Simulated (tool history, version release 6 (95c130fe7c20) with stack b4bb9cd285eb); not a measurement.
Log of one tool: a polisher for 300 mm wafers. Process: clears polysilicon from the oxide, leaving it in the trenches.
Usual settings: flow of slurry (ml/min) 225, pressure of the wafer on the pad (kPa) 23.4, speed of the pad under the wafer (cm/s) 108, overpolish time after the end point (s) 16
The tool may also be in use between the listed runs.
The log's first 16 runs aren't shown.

run	hour	flow of slurry (ml/min)	pressure of the wafer on the pad (kPa)	speed of the pad under the wafer (cm/s)	overpolish time after the end point (s)	incoming thickness of the incoming film, nm	time until the end point was called (s)
17	202.0	225	23.4	78	16	428.6	38.3
18	211.6	175	28.3	80	8	437.6	34.6
19	222.0	145	23.4	86	16	427.8	39.0
# hour 238.3: slurry nozzle cleaned
20	271.5	225	21.4	108	16	428.2	27.9
21	287.8	225	23.4	96	7	432.1	29.0
# hour 304.8: worn pad replaced by a new one
22	305.3	225	23.4	108	11	429.0	26.4
23	315.0	290	30.3	144	12	429.0	15.2
24	332.1	180	23.4	108	16	432.1	26.5
25	344.6	200	15.2	108	22	430.5	37.1
26	359.6	190	29.6	82	20	429.1	27.4
27	368.2	225	23.4	108	16	423.7	25.4
28	376.1	225	23.4	78	24	423.7	35.8
29	382.4	250	23.4	98	16	429.3	28.6
30	388.7	225	23.4	108	16	433.1	25.7
31	402.4	185	23.4	74	21	424.8	37.2
32	413.3	225	23.4	108	16	428.0	25.8
# hour 446.2: worn pad replaced by a new one
33	466.6	200	31.0	132	16	434.6	17.6
34	475.2	280	29.6	108	9	430.6	20.4
35	486.8	200	18.6	82	12	429.3	41.1

Forecast each of these 4 alternatives for the next run:
A	487.2	225	23.4	108	16	432.7	?
B	487.2	225	30.3	108	16	432.7	?
C	487.2	265	25.5	108	9	432.7	?
D	487.2	150	25.5	144	24	432.7	?

run	time until the end point was called (s)
A	26.5
B	21.3
C	24.2
D	19.8
Without the tool's hidden state the same runs would have given:
run	time until the end point was called (s)
A	26.3
B	21.1
C	24.1
D	19.6
